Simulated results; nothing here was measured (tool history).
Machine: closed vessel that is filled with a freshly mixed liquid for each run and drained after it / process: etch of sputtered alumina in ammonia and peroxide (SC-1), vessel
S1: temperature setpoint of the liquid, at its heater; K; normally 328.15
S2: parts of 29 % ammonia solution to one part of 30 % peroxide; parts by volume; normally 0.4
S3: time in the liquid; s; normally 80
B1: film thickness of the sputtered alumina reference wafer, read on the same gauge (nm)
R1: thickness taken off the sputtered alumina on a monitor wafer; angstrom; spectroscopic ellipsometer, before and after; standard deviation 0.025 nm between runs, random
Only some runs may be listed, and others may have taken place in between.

run	day	S1	S2	S3	B1	R1
1	0	328.15	0.4	80	110.01	66.5
2	4.121	328.15	0.4	80	109.96	66.2
3	7.754	328.15	0.4	80	109.99	66.3
4	9.5	328.15	0.4	80	109.99	66.4
5	11.533	328.15	0.4	40	110.01	32.8
6	13.25	328.15	0.4	80	109.99	66.4
7	17.362	332.15	0.4	80	110.02	81.3
8	18.912	332.15	0.4	105	109.99	106.3
9	22.104	318.15	0.55	120	110	59.2
10	24.604	324.65	0.5	45	110.02	31.5
# day 26.804: new drum of ammonia solution connected
11	28.338	319.65	0.25	125	110.03	62
12	32.692	320.65	0.3	80	110.02	42.9
# day 35.167: thermometer replaced
13	35.812	332.65	0.4	100	110.03	105.2
14	37.538	328.15	0.4	120	110.03	98.9
15	41.346	336.65	0.4	80	109.98	103.1
# day 41.654: ammonia flow meter replaced
16	43.967	328.15	0.4	80	110.02	66.3
# day 45.125: gauge calibrated
17	46.421	324.15	0.4	60	109.96	40.2
18	49.454	328.15	0.3	50	110.03	40.4
19	51.275	325.15	0.4	80	109.98	56.4
20	55.612	321.65	0.4	80	110.04	46.3
21	57.208	328.15	0.4	80	110.01	66.2
22	59.433	328.15	0.4	80	109.96	65.9
# day 60.138: new drum of ammonia solution connected
23	63.304	328.15	0.4	115	110	95
24	65.458	321.15	0.4	80	109.97	45.3
25	67.571	322.65	0.3	105	109.99	62.8
26	70.996	323.15	0.5	120	109.97	77.3
27	72.971	324.65	0.4	80	110	54.8
28	77.317	335.65	0.5	80	109.99	99.8

4 options for the next run, each taken on its own from the tool as it stands now. Forecast them:
A	77.346	328.15	0.4	80	?	?
B	77.346	320.65	0.4	95	?	?
C	77.346	320.65	0.6	65	?	?
D	77.346	328.15	0.4	125	?	?

run	B1	R1
A	109.98	66.1
B	109.98	52.1
C	109.98	37.1
D	109.98	103.3
The same runs, with their run-to-run variation unchanged, on a tool lacking any hidden condition would have given:
run	R1
A	66.1
B	52.1
C	37.1
D	103.3
